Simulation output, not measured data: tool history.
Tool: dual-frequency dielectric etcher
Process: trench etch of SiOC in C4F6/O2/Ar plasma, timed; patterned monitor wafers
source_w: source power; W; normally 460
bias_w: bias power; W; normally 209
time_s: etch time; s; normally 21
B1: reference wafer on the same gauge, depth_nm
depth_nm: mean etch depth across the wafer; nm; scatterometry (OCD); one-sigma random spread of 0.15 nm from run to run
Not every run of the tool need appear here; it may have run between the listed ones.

Run 1, hour 0: usual settings; B1 49.03. Result: depth_nm 50.83 nm.
At hour 90.6: wet clean of the chamber.
Run 2, hour 91.1: usual settings; B1 49.19. Result: depth_nm 51.03 nm.
Run 3, hour 109.3: usual settings; B1 49.17. Result: depth_nm 50.97 nm.
Run 4, hour 140.5: usual settings; B1 49.22. Result: depth_nm 50.96 nm.
Run 5, hour 169.4: usual settings; B1 49.28. Result: depth_nm 51.1 nm.
Run 6, hour 187.6: usual settings; B1 49.27. Result: depth_nm 51 nm.
Run 7, hour 222.3: usual settings; B1 49.32. Result: depth_nm 51.25 nm.
Run 8, hour 326.5: usual settings; B1 49.47. Result: depth_nm 51.08 nm.
Run 9, hour 348.2: usual settings; B1 49.49. Result: depth_nm 51.34 nm.
At hour 385.3: upper electrode replaced.
Run 10, hour 385.8: usual settings; B1 49.57. Result: depth_nm 51.25 nm.
Run 11, hour 386.1: usual settings but source_w 490 W; B1 49.56. Result: depth_nm 52.29 nm.
At hour 401.8: gauge calibrated.
Run 12, hour 415.3: usual settings; B1 48.17. Result: depth_nm 49.72 nm.
Run 13, hour 429.5: usual settings but time_s 17.5 s; B1 48.2. Result: depth_nm 41.63 nm.
At hour 448.4: bias power generator calibrated.
Run 14, hour 450: usual settings but time_s 17.5 s; B1 48.23. Result: depth_nm 41.8 nm.
Run 15, hour 482.9: usual settings but time_s 17.5 s; B1 48.22. Result: depth_nm 41.49 nm.
At hour 486.9: source power generator calibrated.
Run 16, hour 501.9: usual settings; B1 48.27. Result: depth_nm 50.02 nm.
At hour 538.2: wet clean of the chamber.
Run 17, hour 538.7: usual settings but source_w 500 W, time_s 26.5 s; B1 48.31. Result: depth_nm 64.81 nm.
Run 18, hour 548.1: usual settings but source_w 430 W, bias_w 168 W, time_s 17 s; B1 48.35. Result: depth_nm 37.69 nm.
Run 19, hour 567.3: usual settings but bias_w 256 W, time_s 18 s; B1 48.4. Result: depth_nm 45.27 nm.
Run 20, hour 590.6: usual settings but source_w 570 W, time_s 16.5 s; B1 48.42. Result: depth_nm 42.25 nm.
Run 21, hour 611.8: usual settings; B1 48.39. Result: depth_nm 50.22 nm.
Run 22, hour 634: usual settings but bias_w 174 W, time_s 27.5 s; B1 48.46. Result: depth_nm 62.28 nm.
Run 23, hour 740.1: usual settings but bias_w 240 W; B1 48.58. Result: depth_nm 52.29 nm.
Run 24, hour 770: usual settings but source_w 560 W, bias_w 166 W, time_s 19 s; B1 48.73. Result: depth_nm 45.58 nm.
Run 25, hour 799.4: usual settings; B1 48.68. Result: depth_nm 50.46 nm.
Run 26, hour 827.2: usual settings but time_s 25.5 s; B1 48.76. Result: depth_nm 61.2 nm.
Run 27, hour 852.3: usual settings but source_w 390 W, bias_w 256 W, time_s 18.5 s; B1 48.78. Result: depth_nm 44.87 nm.
Run 28, hour 872.3: usual settings but bias_w 169 W; B1 48.77. Result: depth_nm 47.67 nm.
Run 29, hour 892.6: usual settings but source_w 560 W, bias_w 239 W, time_s 27 s; B1 48.79. Result: depth_nm 71.63 nm.

3 ways to go on from here, each from the tool as it stands after run 29. What would each give?
Run A, hour 893: usual settings; B1 ?. Result: depth_nm ?.
Run B, hour 893: usual settings but source_w 520 W, bias_w 192 W, time_s 15.5 s; B1 ?. Result: depth_nm ?.
Run C, hour 893: usual settings but source_w 420 W, bias_w 251 W, time_s 26 s; B1 ?. Result: depth_nm ?.

run     B1  depth_nm
  A  48.78     50.34
  B  48.78     37.71
  C  48.78     63.85
Without the tool's hidden state the same runs would have given:
run  depth_nm
  A      49.8
  B      37.3
  C     63.16

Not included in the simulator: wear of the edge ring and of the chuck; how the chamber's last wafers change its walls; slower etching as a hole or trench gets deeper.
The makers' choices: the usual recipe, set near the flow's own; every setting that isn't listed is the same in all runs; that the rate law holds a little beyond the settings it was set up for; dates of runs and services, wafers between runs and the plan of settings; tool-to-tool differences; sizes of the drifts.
